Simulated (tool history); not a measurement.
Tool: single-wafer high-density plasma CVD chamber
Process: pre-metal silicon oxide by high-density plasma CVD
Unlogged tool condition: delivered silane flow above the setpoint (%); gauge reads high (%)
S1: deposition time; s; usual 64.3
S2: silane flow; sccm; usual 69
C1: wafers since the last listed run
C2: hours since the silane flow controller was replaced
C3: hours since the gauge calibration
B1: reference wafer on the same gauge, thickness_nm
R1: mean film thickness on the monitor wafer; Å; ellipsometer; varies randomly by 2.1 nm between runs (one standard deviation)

run     day    S1  S2    C1      C2      C3       B1       R1
  1   0.000  64.3  69     0  3819.3  1058.8  493.752  4846.31
  2   4.392  64.3  69  1474  3924.7  1164.2  493.255  4821.09
  3   5.979  64.3  69   533  3962.8  1202.3  492.718  4890.99
  4  10.975  64.3  65  1677  4082.7  1322.2  492.049  4537.82
  5  14.062  64.3  69  1036  4156.8  1396.3  490.914  4810.24
  6  16.025  64.3  69   658  4203.9  1443.4  490.002  4817.30
  7  18.712  64.3  69   902  4268.4  1507.9  490.084  4816.09
  8  21.679  64.3  69   996  4339.6  1579.1  487.911  4763.59
  9  23.908  64.3  69   748  4393.1  1632.6  487.392  4792.38
 10  28.296  64.3  69  1473  4498.4  1737.9  486.459  4759.32
 11  30.029  64.3  69   582  4540.0  1779.5  485.280  4749.74
     31.358  -- gauge calibrated
 12  33.583  64.3  69  1193  4625.3    53.4  500.374  4924.43
 13  36.946  68.2  69  1129  4706.0   134.1  499.949  5220.16
 14  41.267  64.3  69  1450  4809.7   237.8  500.564  4935.65
 15  45.288  71.8  69  1350  4906.2   334.3  500.598  5464.89
 16  47.925  64.3  69   885  4969.5   397.6  499.728  4908.88
 17  51.388  69.5  57  1162  5052.6   480.7  500.041  4391.76
     52.512  -- silane flow controller replaced
 18  55.054  53.2  78  1119    61.0   568.7  498.290  4580.37
 19  57.467  64.3  69   810   118.9   626.6  499.061  4900.69
 20  59.321  51.8  57   622   163.4   671.1  497.832  3256.68
 21  62.975  64.3  76  1227   251.1   758.8  498.067  5399.62
 22  64.925  75.4  58   654   297.9   805.6  497.184  4854.01
 23  67.367  55.0  59   819   356.5   864.2  496.640  3599.22
 24  77.638  59.4  81  3448   603.0  1110.7  495.327  5258.39
 25  81.475  74.0  69  1288   695.1  1202.8  494.277  5557.50

What was the tool's hidden state at every run in the log?
delivered silane flow above the setpoint (%): 0 at every run
H1: gauge reads high (%)
run       H1
  1    -1.01
  2    -1.21
  3    -1.29
  4    -1.54
  5    -1.71
  6    -1.83
  7    -1.99
  8    -2.17
  9    -2.32
 10    -2.62
 11    -2.74
 12    0.251
 13    0.238
 14    0.205
 15    0.159
 16     0.12
 17   0.0581
 18  -0.0198
 19  -0.0782
 20   -0.127
 21   -0.233
 22   -0.295
 23   -0.377
 24   -0.788
 25   -0.968
